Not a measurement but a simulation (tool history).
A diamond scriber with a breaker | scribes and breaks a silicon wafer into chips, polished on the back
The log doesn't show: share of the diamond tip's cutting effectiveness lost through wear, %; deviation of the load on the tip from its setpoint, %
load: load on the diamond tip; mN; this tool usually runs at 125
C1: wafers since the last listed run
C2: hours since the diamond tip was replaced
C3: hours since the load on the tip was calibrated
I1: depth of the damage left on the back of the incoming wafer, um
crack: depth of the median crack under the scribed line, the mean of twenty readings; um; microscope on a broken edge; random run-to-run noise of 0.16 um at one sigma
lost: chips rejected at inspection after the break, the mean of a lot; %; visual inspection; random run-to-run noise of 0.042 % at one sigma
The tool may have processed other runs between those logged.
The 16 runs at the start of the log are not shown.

-- hour=772.4 load on the tip recalibrated
run 17 hour=797.6 | load=125 | C1=221 C2=509.1 C3=25.2 | I1=0.04 | crack=8.25 lost=8.87
-- hour=845.1 diamond tip replaced by a new one
run 18 hour=862.7 | load=125 | C1=288 C2=17.6 C3=90.3 | I1=0.04 | crack=9.83 lost=0.53
run 19 hour=906.9 | load=125 | C1=201 C2=61.8 C3=134.5 | I1=0.01 | crack=9.38 lost=0.9
run 20 hour=973.3 | load=110 | C1=303 C2=128.2 C3=200.9 | I1=0.02 | crack=8.16 lost=7.8
run 21 hour=1039.7 | load=110 | C1=303 C2=194.6 C3=267.3 | I1=0.02 | crack=8.15 lost=9.71
run 22 hour=1072.5 | load=155 | C1=149 C2=227.4 C3=300.1 | I1=0.04 | crack=10.28 lost=1.79
run 23 hour=1108.2 | load=125 | C1=162 C2=263.1 C3=335.8 | I1=0.03 | crack=8.53 lost=3.51
run 24 hour=1151 | load=135 | C1=195 C2=305.9 C3=378.6 | I1=0.03 | crack=8.98 lost=1.15
run 25 hour=1204.1 | load=105 | C1=242 C2=359 C3=431.7 | I1=0.02 | crack=7.67 lost=15.66
run 26 hour=1241.5 | load=125 | C1=170 C2=396.4 C3=469.1 | I1=0.05 | crack=8.55 lost=3.57
run 27 hour=1306.9 | load=156 | C1=298 C2=461.8 C3=534.5 | I1=0.04 | crack=9.98 lost=1.17
-- hour=1325.9 diamond tip replaced by a new one
run 28 hour=1373.3 | load=160 | C1=293 C2=47.4 C3=600.9 | I1=0.04 | crack=11.59 lost=13.33
run 29 hour=1433.3 | load=139 | C1=273 C2=107.4 C3=660.9 | I1=0.04 | crack=9.95 lost=2.4
run 30 hour=1500.7 | load=125 | C1=307 C2=174.8 C3=728.3 | I1=0.04 | crack=9.45 lost=0.9
run 31 hour=1565.3 | load=144 | C1=294 C2=239.4 C3=792.9 | I1=0.04 | crack=9.92 lost=1.4
run 32 hour=1604.4 | load=106 | C1=178 C2=278.5 C3=832 | I1=0.01 | crack=8.09 lost=8.86
run 33 hour=1673.9 | load=125 | C1=317 C2=348 C3=901.5 | I1=0.01 | crack=9.2 lost=1.77
run 34 hour=1713.7 | load=107 | C1=181 C2=387.8 C3=941.3 | I1=0.05 | crack=8.41 lost=10.69
run 35 hour=1771.8 | load=125 | C1=265 C2=445.9 C3=999.4 | I1=0.03 | crack=9.15 lost=2.37
run 36 hour=1824.4 | load=125 | C1=240 C2=498.5 C3=1052 | I1=0.04 | crack=8.85 lost=2.36
run 37 hour=1877.4 | load=125 | C1=241 C2=551.5 C3=1105 | I1=0.03 | crack=8.81 lost=2.55
-- hour=1899.9 diamond tip replaced by a new one
run 38 hour=1945.4 | load=88 | C1=301 C2=45.5 C3=1173 | I1=0.03 | crack=8.03 lost=10.02
run 39 hour=1984.5 | load=125 | C1=178 C2=84.6 C3=1212.1 | I1=0.02 | crack=9.88 lost=0.9
run 40 hour=2044.9 | load=92 | C1=275 C2=145 C3=1272.5 | I1=0.02 | crack=7.99 lost=13.21

Run 41 is up next; what results do you expect?
run 41 hour=2111.5 | load=90 | C1=304 C2=211.6 C3=1339.1 | I1=0.02 | crack=? lost=?

Run 41 came out at crack 7.42 um, lost 15.6 %.
Had the tool carried no hidden state, the very same run would have given crack 7.56 um, lost 13.58 %.
